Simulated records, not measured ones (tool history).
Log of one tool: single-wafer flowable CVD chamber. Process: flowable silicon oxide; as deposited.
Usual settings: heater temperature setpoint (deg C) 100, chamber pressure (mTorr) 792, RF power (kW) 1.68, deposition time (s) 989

run,hour,heater temperature setpoint (deg C),chamber pressure (mTorr),RF power (kW),deposition time (s),"read-back reference wafer on the same gauge, thickness_nm",mean film thickness on the monitor wafer (Å)
1,0,100,888,1.68,1079,569.637,6996.92
2,70.5,100,888,1.68,1079,568.541,7011.66
3,135.8,100,888,1.68,1079,568.326,6983.2
4,182.6,100,792,1.68,989,568.647,5783.96
5,245.4,100,792,1.68,989,569.099,5749.9
6,291,100,792,1.68,989,568.548,5780.74
7,334.4,100,792,1.84,989,569.666,5882.4
8,398.2,100,792,1.84,989,569.406,5919.52
9,514.5,100,792,1.68,989,569.002,5812.34
10,555.4,100,792,1.68,989,568.472,5728.56
# hour 564.7: showerhead replaced
# hour 567.2: capacitance manometer re-zeroed and calibrated
11,620.1,100,792,1.68,989,568.881,6104.81
# hour 702.7: gauge calibrated
# hour 784.5: RF generator calibrated
12,804.4,100,792,1.68,989,568.763,6065.13
13,851,100,792,1.68,1044,568.213,6352.67
14,888.3,107,792,1.68,856,568.211,4275.12
# hour 903: thermocouple changed; heater temperature recalibrated
15,917.4,100,891,1.68,816,569.374,5311.78
16,958.5,100,792,1.68,989,568.898,5819.26
17,994.7,109,792,1.68,859,569.104,3841.77
18,1029.8,100,792,1.44,1117,569.467,6136.69
19,1075.5,100,792,1.68,1090,569.08,6401.41
20,1113.2,100,792,1.68,989,569.072,5831.9
21,1141.6,100,792,1.68,989,569.411,5852.61
22,1191.8,100,792,1.68,989,569.135,5821.3
23,1258.3,109,934,1.985,989,568.925,5450.7
24,1299.1,100,792,1.435,989,568.659,5449.95
25,1358.6,100,693,1.68,1124,569.104,5896.38

3 ways to go on from here, each from the tool as it stands after run 25. What would each give?
A,1359.3,100,792,1.68,1041,?,?
B,1359.3,112,910,1.45,1047,?,?
C,1359.3,110,926,1.82,1138,?,?

run,"read-back reference wafer on the same gauge, thickness_nm",mean film thickness on the monitor wafer (Å)
A,569.681,6144.79
B,569.681,4645.82
C,569.681,5925.1
Without the tool's hidden state the same runs would have given:
run,mean film thickness on the monitor wafer (Å)
A,6211.56
B,4693.99
C,5981.06
